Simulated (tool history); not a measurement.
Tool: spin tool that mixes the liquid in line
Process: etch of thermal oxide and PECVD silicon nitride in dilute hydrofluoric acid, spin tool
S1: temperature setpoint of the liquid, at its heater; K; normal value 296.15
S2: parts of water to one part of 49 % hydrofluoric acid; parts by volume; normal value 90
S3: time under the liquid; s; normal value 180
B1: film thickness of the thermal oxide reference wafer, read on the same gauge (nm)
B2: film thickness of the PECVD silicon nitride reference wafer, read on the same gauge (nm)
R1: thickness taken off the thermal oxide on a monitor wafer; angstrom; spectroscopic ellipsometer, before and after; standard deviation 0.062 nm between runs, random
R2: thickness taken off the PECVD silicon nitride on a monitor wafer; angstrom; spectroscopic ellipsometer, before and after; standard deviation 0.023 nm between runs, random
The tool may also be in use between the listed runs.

run,hour,S1,S2,S3,B1,B2,R1,R2
1,0,296.15,75,215,51.39,92.48,152.1,65.91
2,22.7,296.15,75,215,51.45,92.58,152.1,65.99
3,48,296.15,75,215,51.48,92.683,152.8,66.97
4,62.4,293.15,90,235,51.49,92.702,121,49.27
5,149.8,293.15,90,235,51.67,93.03,119.9,49.96
6,173,296.15,90,180,51.75,93.142,105,46.81
7,203.6,296.15,90,180,51.72,93.129,104.2,46.21
8,236.2,298.15,90,240,51.79,93.303,151.6,70.73
9,269.8,296.15,90,210,51.88,93.375,122.8,54.68
10,291.7,296.15,90,210,51.92,93.504,123.1,54.77
11,314.7,296.15,90,210,52,93.52,122.9,54.53
# hour 323.2: gauge calibrated
12,333.5,293.15,125,180,50.15,90.311,61.3,26.56
# hour 345.9: thermometer replaced
13,356.1,296.15,90,280,50.22,90.356,157.8,70.3
14,377.3,296.15,90,180,50.26,90.443,101.7,44.84
15,404.3,293.15,90,105,50.3,90.547,52.3,21.62
16,436.4,299.15,110,180,50.34,90.649,90.6,45.23
# hour 468.1: hydrofluoric acid flow meter replaced
17,532.5,296.15,105,180,50.57,90.936,86.2,39.21
18,557,298.15,90,180,50.56,91.007,110.9,52.45
19,650.1,293.15,125,180,50.75,91.377,63.1,27.09
20,682.4,296.15,90,180,50.81,91.459,103.6,45.73
21,695.1,296.15,90,180,50.85,91.516,102.6,46.07
22,724.2,301.15,55,285,50.88,91.626,342.4,165.05
23,741.5,296.15,90,180,50.94,91.673,103.5,45.81

Forecast each of these 3 alternatives for the next run:
A,742,296.15,90,180,?,?,?,?
B,742,294.65,90,180,?,?,?,?
C,742,296.15,120,180,?,?,?,?

run,B1,B2,R1,R2
A,50.92,91.654,102.5,46.07
B,50.92,91.654,96.5,41.66
C,50.92,91.654,74.2,34.71
Take away the tool's hidden state, keep each run's random variation, and the runs would have read:
run,R1,R2
A,100.7,45.24
B,94.7,40.9
C,72.8,34.08
